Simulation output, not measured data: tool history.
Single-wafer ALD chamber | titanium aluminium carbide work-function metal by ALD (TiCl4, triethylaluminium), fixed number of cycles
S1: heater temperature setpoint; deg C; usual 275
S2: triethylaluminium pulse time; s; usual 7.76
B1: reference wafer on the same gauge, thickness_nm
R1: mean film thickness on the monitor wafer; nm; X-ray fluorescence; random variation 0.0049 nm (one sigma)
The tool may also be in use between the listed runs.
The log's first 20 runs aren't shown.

run    hour   S1     S2     B1     R1
 21  2079.8  279  10.56  1.871  1.922
 22  2146.2  275   9.52  1.870  1.843
 23  2242.4  268   7.76  1.870  1.696
 24  2340.6  269  10.00  1.870  1.815
 25  2386.8  283   7.76  1.869  1.799
 26  2485.7  275   7.76  1.871  1.735
 27  2537.0  275  10.06  1.870  1.866
 28  2592.3  286   5.21  1.871  1.417
     2779.0  -- showerhead replaced
 29  2835.6  283   6.36  1.869  1.619
 30  2911.6  286   7.76  1.869  1.808
     2952.2  -- triethylaluminium bottle replaced
 31  3012.1  275   7.76  1.869  1.799
 32  3106.3  261   6.15  1.872  1.528
 33  3171.5  264   6.91  1.870  1.626
 34  3259.9  281   7.76  1.869  1.813

Forecast each of these 3 alternatives for the next run:
  A  3260.3  275   7.76   ?   ?
  B  3260.3  283  10.21   ?   ?
  C  3260.3  286   9.76   ?   ?

run     B1     R1
  A  1.869  1.775
  B  1.869  1.954
  C  1.869  1.964
Without the tool's hidden state the same runs would have given:
run     R1
  A  1.818
  B  1.975
  C  1.988

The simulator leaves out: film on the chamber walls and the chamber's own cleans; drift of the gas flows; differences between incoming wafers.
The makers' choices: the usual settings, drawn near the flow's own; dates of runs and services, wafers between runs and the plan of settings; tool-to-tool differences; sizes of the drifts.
